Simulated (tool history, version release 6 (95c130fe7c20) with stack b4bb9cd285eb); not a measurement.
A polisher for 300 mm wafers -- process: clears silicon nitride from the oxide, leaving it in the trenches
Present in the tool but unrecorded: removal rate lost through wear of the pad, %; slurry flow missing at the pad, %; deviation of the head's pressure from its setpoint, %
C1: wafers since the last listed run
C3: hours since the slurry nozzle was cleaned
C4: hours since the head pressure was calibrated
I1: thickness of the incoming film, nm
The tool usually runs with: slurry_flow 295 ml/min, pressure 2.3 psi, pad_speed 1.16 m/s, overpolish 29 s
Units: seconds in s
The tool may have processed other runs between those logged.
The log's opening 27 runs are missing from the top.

{"run": 28, "hour": 707.1, "slurry_flow": 295, "pressure": 2.8, "pad_speed": 1.16, "overpolish": 29, "C1": 219, "wafers polished on this pad": 224, "C3": 372.4, "C4": 396.5, "I1": 80.3, "seconds": 96.0}
{"run": 29, "hour": 722.9, "slurry_flow": 295, "pressure": 2.3, "pad_speed": 1.16, "overpolish": 29, "C1": 159, "wafers polished on this pad": 383, "C3": 388.2, "C4": 412.3, "I1": 81.1, "seconds": 120.3}
{"run": 30, "hour": 736.7, "slurry_flow": 295, "pressure": 2.3, "pad_speed": 1.16, "overpolish": 29, "C1": 138, "wafers polished on this pad": 522, "C3": 402.0, "C4": 426.1, "I1": 79.2, "seconds": 115.2}
{"run": 31, "hour": 771.5, "slurry_flow": 295, "pressure": 2.3, "pad_speed": 1.16, "overpolish": 40, "C1": 350, "wafers polished on this pad": 872, "C3": 436.8, "C4": 460.9, "I1": 78.8, "seconds": 122.8}
{"run": 32, "hour": 800.4, "slurry_flow": 195, "pressure": 1.5, "pad_speed": 0.96, "overpolish": 45, "C1": 290, "wafers polished on this pad": 1163, "C3": 465.7, "C4": 489.8, "I1": 80.2, "seconds": 241.1}
{"run": 33, "hour": 819.6, "slurry_flow": 295, "pressure": 2.3, "pad_speed": 1.16, "overpolish": 29, "C1": 193, "wafers polished on this pad": 1356, "C3": 484.9, "C4": 509.0, "I1": 78.3, "seconds": 121.2}
{"run": 34, "hour": 840.6, "slurry_flow": 295, "pressure": 2.3, "pad_speed": 1.16, "overpolish": 29, "C1": 211, "wafers polished on this pad": 1567, "C3": 505.9, "C4": 530.0, "I1": 81.3, "seconds": 126.1}
{"run": 35, "hour": 854.2, "slurry_flow": 295, "pressure": 2.3, "pad_speed": 1.16, "overpolish": 29, "C1": 136, "wafers polished on this pad": 1704, "C3": 519.5, "C4": 543.6, "I1": 80.8, "seconds": 127.1}
{"hour": 887.1, "done": "slurry nozzle cleaned"}
{"run": 36, "hour": 887.6, "slurry_flow": 295, "pressure": 2.9, "pad_speed": 1.16, "overpolish": 16, "C1": 326, "wafers polished on this pad": 2030, "C3": 0.5, "C4": 577.0, "I1": 79.1, "seconds": 102.6}
{"run": 37, "hour": 913.7, "slurry_flow": 370, "pressure": 2.3, "pad_speed": 1.0, "overpolish": 45, "C1": 262, "wafers polished on this pad": 2293, "C3": 26.6, "C4": 603.1, "I1": 80.8, "seconds": 149.2}

Here are 4 independent what-if runs from the current tool condition. What would each one return?
{"run": "A", "hour": 914.2, "slurry_flow": 190, "pressure": 2.3, "pad_speed": 1.16, "overpolish": 29, "C1": 5, "wafers polished on this pad": 2298, "C3": 27.1, "C4": 603.6, "I1": 78.8, "seconds": "?"}
{"run": "B", "hour": 914.2, "slurry_flow": 215, "pressure": 3.1, "pad_speed": 1.16, "overpolish": 29, "C1": 5, "wafers polished on this pad": 2298, "C3": 27.1, "C4": 603.6, "I1": 78.8, "seconds": "?"}
{"run": "C", "hour": 914.2, "slurry_flow": 210, "pressure": 2.3, "pad_speed": 0.82, "overpolish": 24, "C1": 5, "wafers polished on this pad": 2298, "C3": 27.1, "C4": 603.6, "I1": 78.8, "seconds": "?"}
{"run": "D", "hour": 914.2, "slurry_flow": 295, "pressure": 2.3, "pad_speed": 1.52, "overpolish": 21, "C1": 5, "wafers polished on this pad": 2298, "C3": 27.1, "C4": 603.6, "I1": 78.8, "seconds": "?"}

run=A seconds=137.4
run=B seconds=100.0
run=C seconds=191.3
run=D seconds=99.0
Take away the tool's hidden state, keep each run's random variation, and the runs would have read:
run=A seconds=120.1
run=B seconds=87.4
run=C seconds=167.2
run=D seconds=86.5
